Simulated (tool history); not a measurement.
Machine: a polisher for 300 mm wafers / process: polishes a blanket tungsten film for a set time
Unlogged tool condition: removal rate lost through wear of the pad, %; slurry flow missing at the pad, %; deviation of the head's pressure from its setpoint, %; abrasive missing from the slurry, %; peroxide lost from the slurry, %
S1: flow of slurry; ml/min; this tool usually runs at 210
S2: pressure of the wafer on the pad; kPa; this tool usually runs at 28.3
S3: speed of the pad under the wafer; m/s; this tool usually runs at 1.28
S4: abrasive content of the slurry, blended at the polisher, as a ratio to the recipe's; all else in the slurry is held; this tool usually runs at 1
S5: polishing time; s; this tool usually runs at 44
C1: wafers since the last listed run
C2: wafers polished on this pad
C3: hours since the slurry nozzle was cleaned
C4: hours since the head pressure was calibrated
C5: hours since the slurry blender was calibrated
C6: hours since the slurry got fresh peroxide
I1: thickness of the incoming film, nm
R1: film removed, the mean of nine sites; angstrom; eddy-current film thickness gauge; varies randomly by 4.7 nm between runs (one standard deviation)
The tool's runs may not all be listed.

Run 1, hour 0: usual settings but S3 1.4 m/s; C1 0; C2 3211; C3 449.4; C4 1103; C5 46; C6 382.4; I1 821.5. Result: R1 3036 angstrom.
At hour 44.2: worn pad replaced by a new one.
Run 2, hour 44.7: usual settings but S3 1.4 m/s; C1 394; C2 5; C3 494.1; C4 1147.7; C5 90.7; C6 427.1; I1 820.7. Result: R1 2992 angstrom.
At hour 62.9: slurry tank refilled with fresh slurry and peroxide.
Run 3, hour 89: usual settings but S3 1.4 m/s; C1 419; C2 425; C3 538.4; C4 1192; C5 135; C6 26.1; I1 813.2. Result: R1 2971 angstrom.
At hour 103.9: head pressure recalibrated.
Run 4, hour 158.9: usual settings but S5 53 s; C1 658; C2 1083; C3 608.3; C4 55; C5 204.9; C6 96; I1 809.4. Result: R1 3287 angstrom.
Run 5, hour 217.6: usual settings; C1 569; C2 1652; C3 667; C4 113.7; C5 263.6; C6 154.7; I1 821.1. Result: R1 2739 angstrom.
Run 6, hour 282: usual settings; C1 624; C2 2277; C3 731.4; C4 178.1; C5 328; C6 219.1; I1 825.7. Result: R1 2574 angstrom.
At hour 325.4: slurry nozzle cleaned.
Run 7, hour 331.2: usual settings; C1 467; C2 2744; C3 5.8; C4 227.3; C5 377.2; C6 268.3; I1 818.1. Result: R1 2663 angstrom.
Run 8, hour 379.5: usual settings but S1 175 ml/min, S5 50 s; C1 468; C2 3212; C3 54.1; C4 275.6; C5 425.5; C6 316.6; I1 822.2. Result: R1 2909 angstrom.
At hour 453: worn pad replaced by a new one.
At hour 457: slurry blender recalibrated, repeated, since the last time left the tool worse.
At hour 480: slurry tank refilled with fresh slurry and peroxide.
Run 9, hour 484.5: usual settings but S1 150 ml/min, S2 24.8 kPa, S3 0.98 m/s, S4 1.25; C1 950; C2 276; C3 159.1; C4 380.6; C5 27.5; C6 4.5; I1 810.8. Result: R1 2674 angstrom.
Run 10, hour 536.9: usual settings but S2 36.5 kPa, S3 0.86 m/s, S5 29 s; C1 508; C2 784; C3 211.5; C4 433; C5 79.9; C6 56.9; I1 821.7. Result: R1 2273 angstrom.
Run 11, hour 587.6: usual settings but S1 170 ml/min, S3 1.1 m/s; C1 491; C2 1275; C3 262.2; C4 483.7; C5 130.6; C6 107.6; I1 809.3. Result: R1 2962 angstrom.
Run 12, hour 618: usual settings but S1 175 ml/min, S5 50 s; C1 294; C2 1570; C3 292.6; C4 514.1; C5 161; C6 138; I1 834.8. Result: R1 3731 angstrom.
Run 13, hour 689.8: usual settings; C1 696; C2 2266; C3 364.4; C4 585.9; C5 232.8; C6 209.8; I1 819.8. Result: R1 3346 angstrom.
Run 14, hour 758.7: usual settings but S3 1.44 m/s, S5 35 s; C1 668; C2 2934; C3 433.3; C4 654.8; C5 301.7; C6 278.7; I1 817.9. Result: R1 2765 angstrom.
Run 15, hour 817.7: usual settings; C1 572; C2 3507; C3 492.3; C4 713.8; C5 360.7; C6 337.7; I1 818.3. Result: R1 3230 angstrom.
At hour 853.3: slurry tank refilled with fresh slurry and peroxide.
Run 16, hour 873.4: usual settings but S2 33.1 kPa, S3 1.12 m/s, S5 32 s; C1 530; C2 4037; C3 548; C4 769.5; C5 416.4; C6 20.1; I1 820.4. Result: R1 2438 angstrom.
At hour 886.6: worn pad replaced by a new one.
Run 17, hour 905.9: usual settings but S2 22.8 kPa, S5 58 s; C1 276; C2 187; C3 580.5; C4 802; C5 448.9; C6 52.6; I1 825.8. Result: R1 3381 angstrom.
At hour 914.8: slurry blender recalibrated.
Run 18, hour 957.2: usual settings but S1 235 ml/min, S3 0.92 m/s; C1 478; C2 665; C3 631.8; C4 853.3; C5 42.4; C6 103.9; I1 822.1. Result: R1 2874 angstrom.
Run 19, hour 1022.1: usual settings but S2 33.1 kPa, S4 1.25, S5 57 s; C1 629; C2 1294; C3 696.7; C4 918.2; C5 107.3; C6 168.8; I1 826.8. Result: R1 5487 angstrom.
At hour 1067.3: slurry nozzle cleaned.
Run 20, hour 1079: usual settings but S3 1.56 m/s, S5 50 s; C1 542; C2 1836; C3 11.7; C4 975.1; C5 164.2; C6 225.7; I1 823. Result: R1 4362 angstrom.
Run 21, hour 1146.9: usual settings but S1 275 ml/min, S2 33.1 kPa, S3 1.52 m/s, S4 1.15; C1 658; C2 2494; C3 79.6; C4 1043; C5 232.1; C6 293.6; I1 809.4. Result: R1 4665 angstrom.
At hour 1184.3: head pressure recalibrated.
Run 22, hour 1190.6: usual settings; C1 404; C2 2899; C3 123.3; C4 6.3; C5 275.8; C6 337.3; I1 815.8. Result: R1 3234 angstrom.
At hour 1246: worn pad replaced by a new one.
Run 23, hour 1246.5: usual settings but S5 58 s; C1 503; C2 5; C3 179.2; C4 62.2; C5 331.7; C6 393.2; I1 817.7. Result: R1 4279 angstrom.
At hour 1259.4: slurry tank refilled with fresh slurry and peroxide.
Run 24, hour 1271.4: usual settings but S4 1.1; C1 231; C2 236; C3 204.1; C4 87.1; C5 356.6; C6 12; I1 809.8. Result: R1 3327 angstrom.
At hour 1288.5: slurry blender recalibrated.
Run 25, hour 1321.1: usual settings but S1 185 ml/min, S2 33.1 kPa, S4 0.85; C1 462; C2 699; C3 253.8; C4 136.8; C5 32.6; C6 61.7; I1 812.9. Result: R1 3634 angstrom.
Run 26, hour 1360.2: usual settings but S1 155 ml/min, S5 55 s; C1 379; C2 1078; C3 292.9; C4 175.9; C5 71.7; C6 100.8; I1 816.3. Result: R1 4022 angstrom.
Run 27, hour 1386.6: usual settings but S1 155 ml/min, S5 55 s; C1 255; C2 1334; C3 319.3; C4 202.3; C5 98.1; C6 127.2; I1 826.5. Result: R1 3963 angstrom.

What if the next run were any one of these 3? Each begins from the tool's condition after run 27:
Run A, hour 1387: usual settings; C1 3; C2 1338; C3 319.7; C4 202.7; C5 98.5; C6 127.6; I1 823.2. Result: R1 ?.
Run B, hour 1387: usual settings but S3 1.4 m/s, S4 1.1, S5 50 s; C1 3; C2 1338; C3 319.7; C4 202.7; C5 98.5; C6 127.6; I1 823.2. Result: R1 ?.
Run C, hour 1387: usual settings but S3 1.08 m/s, S4 1.2; C1 3; C2 1338; C3 319.7; C4 202.7; C5 98.5; C6 127.6; I1 823.2. Result: R1 ?.

run    R1
  A  3236
  B  4031
  C  3144
Had the tool no hidden state, the same runs would have come out as:
run    R1
  A  3299
  B  4110
  C  3207

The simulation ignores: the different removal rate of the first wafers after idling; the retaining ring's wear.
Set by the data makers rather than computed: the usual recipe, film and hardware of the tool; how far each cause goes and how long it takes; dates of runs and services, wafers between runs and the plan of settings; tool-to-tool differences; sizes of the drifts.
